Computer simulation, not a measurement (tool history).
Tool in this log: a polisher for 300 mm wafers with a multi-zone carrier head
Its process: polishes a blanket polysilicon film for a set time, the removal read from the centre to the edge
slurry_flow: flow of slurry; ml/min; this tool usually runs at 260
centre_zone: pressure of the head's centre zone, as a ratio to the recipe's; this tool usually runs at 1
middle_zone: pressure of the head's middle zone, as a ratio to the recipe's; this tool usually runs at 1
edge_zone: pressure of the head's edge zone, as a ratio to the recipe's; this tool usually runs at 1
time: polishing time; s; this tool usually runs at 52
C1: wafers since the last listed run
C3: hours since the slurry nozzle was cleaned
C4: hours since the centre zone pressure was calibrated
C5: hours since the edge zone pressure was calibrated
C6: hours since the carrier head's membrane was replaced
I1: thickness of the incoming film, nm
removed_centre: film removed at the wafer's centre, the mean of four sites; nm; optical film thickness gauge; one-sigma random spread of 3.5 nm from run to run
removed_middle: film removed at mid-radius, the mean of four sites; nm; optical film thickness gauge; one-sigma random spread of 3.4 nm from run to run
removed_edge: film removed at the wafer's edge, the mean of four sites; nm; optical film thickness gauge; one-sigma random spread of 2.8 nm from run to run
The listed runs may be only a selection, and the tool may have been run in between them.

{"run": 1, "day": 0.0, "slurry_flow": 260, "centre_zone": 1, "middle_zone": 1, "edge_zone": 0.97, "time": 52, "C1": 0, "wafers polished on this pad": 120, "C3": 420.5, "C4": 544, "C5": 521, "C6": 1153.6, "I1": 1411.4, "removed_centre": 241, "removed_middle": 234.7, "removed_edge": 227.9}
{"run": 2, "day": 0.367, "slurry_flow": 260, "centre_zone": 1, "middle_zone": 1, "edge_zone": 1.03, "time": 52, "C1": 66, "wafers polished on this pad": 187, "C3": 429.3, "C4": 552.8, "C5": 529.8, "C6": 1162.4, "I1": 1426.1, "removed_centre": 243.2, "removed_middle": 233.2, "removed_edge": 232.7}
{"run": 3, "day": 1.104, "slurry_flow": 260, "centre_zone": 1, "middle_zone": 1, "edge_zone": 1.03, "time": 52, "C1": 134, "wafers polished on this pad": 321, "C3": 447, "C4": 570.5, "C5": 547.5, "C6": 1180.1, "I1": 1403.8, "removed_centre": 234.9, "removed_middle": 232.7, "removed_edge": 236.9}
{"day": 1.229, "done": "slurry nozzle cleaned"}
{"run": 4, "day": 1.596, "slurry_flow": 260, "centre_zone": 1, "middle_zone": 1, "edge_zone": 1, "time": 52, "C1": 81, "wafers polished on this pad": 403, "C3": 8.8, "C4": 582.3, "C5": 559.3, "C6": 1191.9, "I1": 1408.4, "removed_centre": 239.8, "removed_middle": 228.2, "removed_edge": 235.3}
{"run": 5, "day": 1.921, "slurry_flow": 260, "centre_zone": 1, "middle_zone": 1, "edge_zone": 1, "time": 52, "C1": 59, "wafers polished on this pad": 462, "C3": 16.6, "C4": 590.1, "C5": 567.1, "C6": 1199.7, "I1": 1405.1, "removed_centre": 243.8, "removed_middle": 235.1, "removed_edge": 233.8}
{"day": 2.096, "done": "centre zone pressure recalibrated"}
{"run": 6, "day": 2.279, "slurry_flow": 260, "centre_zone": 1, "middle_zone": 1, "edge_zone": 1, "time": 52, "C1": 50, "wafers polished on this pad": 512, "C3": 25.2, "C4": 4.4, "C5": 575.7, "C6": 1208.3, "I1": 1406.6, "removed_centre": 240.7, "removed_middle": 239, "removed_edge": 240}
{"run": 7, "day": 2.942, "slurry_flow": 320, "centre_zone": 1.04, "middle_zone": 0.94, "edge_zone": 1.07, "time": 52, "C1": 120, "wafers polished on this pad": 633, "C3": 41.1, "C4": 20.3, "C5": 591.6, "C6": 1224.2, "I1": 1399.2, "removed_centre": 246.7, "removed_middle": 228.1, "removed_edge": 250}
{"day": 3.483, "done": "worn pad replaced by a new one"}
{"day": 3.6, "done": "carrier head's membrane replaced by a new one"}
{"run": 8, "day": 3.621, "slurry_flow": 260, "centre_zone": 1, "middle_zone": 1, "edge_zone": 1, "time": 38, "C1": 71, "wafers polished on this pad": 3, "C3": 57.4, "C4": 36.6, "C5": 607.9, "C6": 0.5, "I1": 1418.6, "removed_centre": 177.1, "removed_middle": 174.2, "removed_edge": 174.2}
{"run": 9, "day": 4.025, "slurry_flow": 260, "centre_zone": 1, "middle_zone": 1, "edge_zone": 1, "time": 52, "C1": 73, "wafers polished on this pad": 77, "C3": 67.1, "C4": 46.3, "C5": 617.6, "C6": 10.2, "I1": 1369.5, "removed_centre": 237.9, "removed_middle": 232.3, "removed_edge": 235.8}
{"run": 10, "day": 4.767, "slurry_flow": 260, "centre_zone": 0.92, "middle_zone": 1, "edge_zone": 1, "time": 45, "C1": 135, "wafers polished on this pad": 212, "C3": 84.9, "C4": 64.1, "C5": 635.4, "C6": 28, "I1": 1423.6, "removed_centre": 187.1, "removed_middle": 204.2, "removed_edge": 202.2}
{"run": 11, "day": 5.229, "slurry_flow": 260, "centre_zone": 1, "middle_zone": 1, "edge_zone": 1, "time": 52, "C1": 84, "wafers polished on this pad": 296, "C3": 96, "C4": 75.2, "C5": 646.5, "C6": 39.1, "I1": 1391.5, "removed_centre": 243.2, "removed_middle": 236.5, "removed_edge": 235.2}
{"run": 12, "day": 6.983, "slurry_flow": 260, "centre_zone": 1, "middle_zone": 1, "edge_zone": 1, "time": 52, "C1": 319, "wafers polished on this pad": 615, "C3": 138.1, "C4": 117.3, "C5": 688.6, "C6": 81.2, "I1": 1404.1, "removed_centre": 239.3, "removed_middle": 230.5, "removed_edge": 237.2}
{"day": 7.354, "done": "worn pad replaced by a new one"}
{"run": 13, "day": 7.517, "slurry_flow": 260, "centre_zone": 1, "middle_zone": 0.96, "edge_zone": 1.12, "time": 52, "C1": 66, "wafers polished on this pad": 29, "C3": 150.9, "C4": 130.1, "C5": 701.4, "C6": 94, "I1": 1422.8, "removed_centre": 236.7, "removed_middle": 227.3, "removed_edge": 246.9}
{"day": 7.621, "done": "edge zone pressure recalibrated"}
{"run": 14, "day": 7.838, "slurry_flow": 235, "centre_zone": 1, "middle_zone": 1, "edge_zone": 1, "time": 52, "C1": 43, "wafers polished on this pad": 72, "C3": 158.6, "C4": 137.8, "C5": 5.2, "C6": 101.7, "I1": 1404.8, "removed_centre": 239.9, "removed_middle": 232.1, "removed_edge": 234.8}
{"run": 15, "day": 8.279, "slurry_flow": 260, "centre_zone": 1, "middle_zone": 1, "edge_zone": 1, "time": 52, "C1": 80, "wafers polished on this pad": 153, "C3": 169.2, "C4": 148.4, "C5": 15.8, "C6": 112.3, "I1": 1421.1, "removed_centre": 237.3, "removed_middle": 230.3, "removed_edge": 233.8}
{"run": 16, "day": 9.021, "slurry_flow": 260, "centre_zone": 1.09, "middle_zone": 0.96, "edge_zone": 0.92, "time": 40, "C1": 135, "wafers polished on this pad": 288, "C3": 187, "C4": 166.2, "C5": 33.6, "C6": 130.1, "I1": 1386.2, "removed_centre": 208.2, "removed_middle": 177, "removed_edge": 175.2}
{"run": 17, "day": 9.662, "slurry_flow": 300, "centre_zone": 0.93, "middle_zone": 0.95, "edge_zone": 0.93, "time": 52, "C1": 116, "wafers polished on this pad": 405, "C3": 202.4, "C4": 181.6, "C5": 49, "C6": 145.5, "I1": 1391.7, "removed_centre": 228, "removed_middle": 225.5, "removed_edge": 228.2}
{"run": 18, "day": 10.104, "slurry_flow": 260, "centre_zone": 1, "middle_zone": 1, "edge_zone": 0.94, "time": 52, "C1": 80, "wafers polished on this pad": 485, "C3": 213, "C4": 192.2, "C5": 59.6, "C6": 156.1, "I1": 1419.5, "removed_centre": 238.8, "removed_middle": 233.1, "removed_edge": 229.7}
{"run": 19, "day": 10.804, "slurry_flow": 340, "centre_zone": 1, "middle_zone": 1, "edge_zone": 1, "time": 52, "C1": 127, "wafers polished on this pad": 612, "C3": 229.8, "C4": 209, "C5": 76.4, "C6": 172.9, "I1": 1414.5, "removed_centre": 248.6, "removed_middle": 244.5, "removed_edge": 235.7}
{"day": 11.258, "done": "worn pad replaced by a new one"}
{"run": 20, "day": 11.429, "slurry_flow": 260, "centre_zone": 1, "middle_zone": 1, "edge_zone": 1, "time": 52, "C1": 83, "wafers polished on this pad": 31, "C3": 244.8, "C4": 224, "C5": 91.4, "C6": 187.9, "I1": 1391.6, "removed_centre": 238, "removed_middle": 230.5, "removed_edge": 236.3}
{"run": 21, "day": 12.142, "slurry_flow": 345, "centre_zone": 1, "middle_zone": 1, "edge_zone": 1, "time": 64, "C1": 129, "wafers polished on this pad": 160, "C3": 261.9, "C4": 241.1, "C5": 108.5, "C6": 205, "I1": 1419, "removed_centre": 300.3, "removed_middle": 296.4, "removed_edge": 295.8}

Run-by-run hidden state of the tool:
removal rate lost through wear of the pad, %: 0, the same for each run
slurry flow missing at the pad, %: 0, the same for each run
deviation of the centre zone's pressure from its setpoint, %: 0, the same for each run
deviation of the edge zone's pressure from its setpoint, %: 0, the same for each run
